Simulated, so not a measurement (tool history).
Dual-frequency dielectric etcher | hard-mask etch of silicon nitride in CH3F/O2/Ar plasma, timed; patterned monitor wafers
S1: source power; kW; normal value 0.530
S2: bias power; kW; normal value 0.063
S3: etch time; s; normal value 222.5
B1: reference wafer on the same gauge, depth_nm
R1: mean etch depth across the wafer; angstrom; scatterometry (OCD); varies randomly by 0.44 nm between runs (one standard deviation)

run   hour     S1     S2     S3     B1    R1
  1    0.0  0.530  0.063  222.5  198.0  1658
  2   11.8  0.530  0.063  222.5  198.0  1651
  3   27.5  0.530  0.063  222.5  197.8  1647
  4   44.0  0.530  0.076  222.5  198.0  1782
  5   55.1  0.530  0.076  222.5  198.3  1791
  6   62.8  0.530  0.076  222.5  197.8  1787
  7   73.9  0.530  0.063  222.5  198.1  1640
  8   84.6  0.530  0.063  222.5  198.0  1656
  9  100.8  0.530  0.063  222.5  197.7  1644
     119.8  -- bias power generator calibrated
 10  120.3  0.530  0.059  266.0  198.0  1909
 11  125.0  0.530  0.054  284.0  198.0  1964
 12  139.3  0.530  0.076  222.5  198.1  1777
     150.2  -- gauge calibrated
     164.9  -- wet clean of the chamber
     172.7  -- source power generator calibrated
     186.3  -- upper electrode replaced
     196.7  -- wet clean of the chamber, repeated, since the last time left the tool worse
 13  197.2  0.440  0.077  222.5  198.2  1711
 14  197.6  0.530  0.063  222.5  198.2  1683
 15  197.9  0.530  0.063  222.5  198.2  1686
 16  241.4  0.530  0.077  222.5  197.8  1823
 17  255.9  0.620  0.070  156.5  198.1  1311
 18  263.5  0.440  0.074  263.0  197.9  1979

Predict each of these 4 candidate next runs independently; none follows another, all start after run 18:
  A  264.0  0.530  0.063  179.5   ?   ?
  B  264.0  0.530  0.058  222.5   ?   ?
  C  264.0  0.570  0.076  191.5   ?   ?
  D  264.0  0.410  0.055  222.5   ?   ?

run     B1    R1
  A  198.0  1358
  B  198.0  1626
  C  198.0  1612
  D  198.0  1439
Without the tool's hidden state the same runs would have given:
run    R1
  A  1361
  B  1629
  C  1615
  D  1442
